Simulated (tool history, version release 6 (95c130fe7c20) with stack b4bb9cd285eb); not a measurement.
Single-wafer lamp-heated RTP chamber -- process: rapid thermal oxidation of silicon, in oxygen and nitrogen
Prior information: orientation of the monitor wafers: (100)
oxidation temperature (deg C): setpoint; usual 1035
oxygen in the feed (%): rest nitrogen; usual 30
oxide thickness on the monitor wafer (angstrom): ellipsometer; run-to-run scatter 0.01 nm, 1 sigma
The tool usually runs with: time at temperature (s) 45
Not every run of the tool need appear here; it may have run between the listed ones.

| run | hour | oxidation temperature (deg C) | time at temperature (s) | oxygen in the feed (%) | read-back reference wafer on the same gauge, thickness | oxide thickness on the monitor wafer (angstrom) |
|---|---|---|---|---|---|---|
| 1 | 0 | 1035 | 45 | 30 | 4.897 | 41.79 |
| 2 | 71.3 | 1035 | 45 | 30 | 4.894 | 42.12 |
| 3 | 101 | 1035 | 45 | 30 | 4.902 | 42.06 |
|  | 122.2 | pyrometer window cleaned and pyrometer calibrated |
| 4 | 164.4 | 1035 | 45 | 30 | 4.904 | 41.52 |
| 5 | 199.2 | 1035 | 45 | 42 | 4.901 | 46.54 |
| 6 | 262.2 | 1035 | 45 | 42 | 4.901 | 46.84 |
| 7 | 294.8 | 1035 | 45 | 42 | 4.904 | 46.67 |
| 8 | 354.5 | 1035 | 45 | 30 | 4.894 | 42.04 |
|  | 421.7 | pyrometer window cleaned and pyrometer calibrated |
| 9 | 422.2 | 1035 | 56 | 30 | 4.903 | 45.56 |
| 10 | 471 | 1035 | 56 | 30 | 4.895 | 45.67 |
| 11 | 508.8 | 1035 | 45 | 30 | 4.904 | 41.53 |
| 12 | 548.6 | 1035 | 45 | 30 | 4.897 | 41.97 |
| 13 | 600.3 | 1035 | 45 | 30 | 4.901 | 41.89 |
|  | 612.3 | gauge calibrated |
| 14 | 627.2 | 1035 | 45 | 40 | 4.897 | 46.27 |
| 15 | 656 | 1035 | 65 | 30 | 4.9 | 49.07 |
|  | 698.2 | pyrometer window cleaned and pyrometer calibrated |
| 16 | 724.8 | 1057 | 24 | 17 | 4.896 | 31.54 |
| 17 | 788.2 | 1035 | 45 | 57 | 4.896 | 51.84 |
| 18 | 844.2 | 1035 | 45 | 30 | 4.902 | 41.8 |
| 19 | 901.2 | 1035 | 35 | 17 | 4.899 | 32.17 |
| 20 | 946.9 | 1047 | 51 | 48 | 4.902 | 56.54 |
|  | 957.1 | pyrometer window cleaned and pyrometer calibrated |
| 21 | 1007.3 | 1035 | 45 | 42 | 4.899 | 46.65 |
| 22 | 1057.7 | 1035 | 45 | 30 | 4.899 | 41.61 |
| 23 | 1103.2 | 1035 | 54 | 44 | 4.896 | 51.53 |
|  | 1129.5 | oxygen flow controller replaced |
| 24 | 1171.1 | 1006 | 56 | 30 | 4.898 | 38.3 |
| 25 | 1225.8 | 1047 | 51 | 54 | 4.901 | 58.88 |
|  | 1242.8 | pyrometer window cleaned and pyrometer calibrated |
| 26 | 1249.9 | 1044 | 38 | 17 | 4.903 | 34.38 |
| 27 | 1304.3 | 1060 | 32 | 17 | 4.893 | 35.5 |
| 28 | 1347.3 | 1052 | 45 | 30 | 4.895 | 46.6 |
| 29 | 1417.2 | 1044 | 67 | 30 | 4.899 | 52.55 |

Each run again, without the hidden state but with its own random variation kept:
Hidden state present: true wafer temperature minus pyrometer reading, K; deviation of the oxygen flow from its setpoint, %; gauge reads high (%).
| run | oxide thickness on the monitor wafer (angstrom) |
|---|---|
| 1 | 41.38 |
| 2 | 41.51 |
| 3 | 41.37 |
| 4 | 41.36 |
| 5 | 46.24 |
| 6 | 46.34 |
| 7 | 46.07 |
| 8 | 41.35 |
| 9 | 45.45 |
| 10 | 45.42 |
| 11 | 41.2 |
| 12 | 41.53 |
| 13 | 41.31 |
| 14 | 45.51 |
| 15 | 48.18 |
| 16 | 31.49 |
| 17 | 51.5 |
| 18 | 41.38 |
| 19 | 31.8 |
| 20 | 55.56 |
| 21 | 46.48 |
| 22 | 41.33 |
| 23 | 51.01 |
| 24 | 37.77 |
| 25 | 57.79 |
| 26 | 34.34 |
| 27 | 35.35 |
| 28 | 46.24 |
| 29 | 51.89 |

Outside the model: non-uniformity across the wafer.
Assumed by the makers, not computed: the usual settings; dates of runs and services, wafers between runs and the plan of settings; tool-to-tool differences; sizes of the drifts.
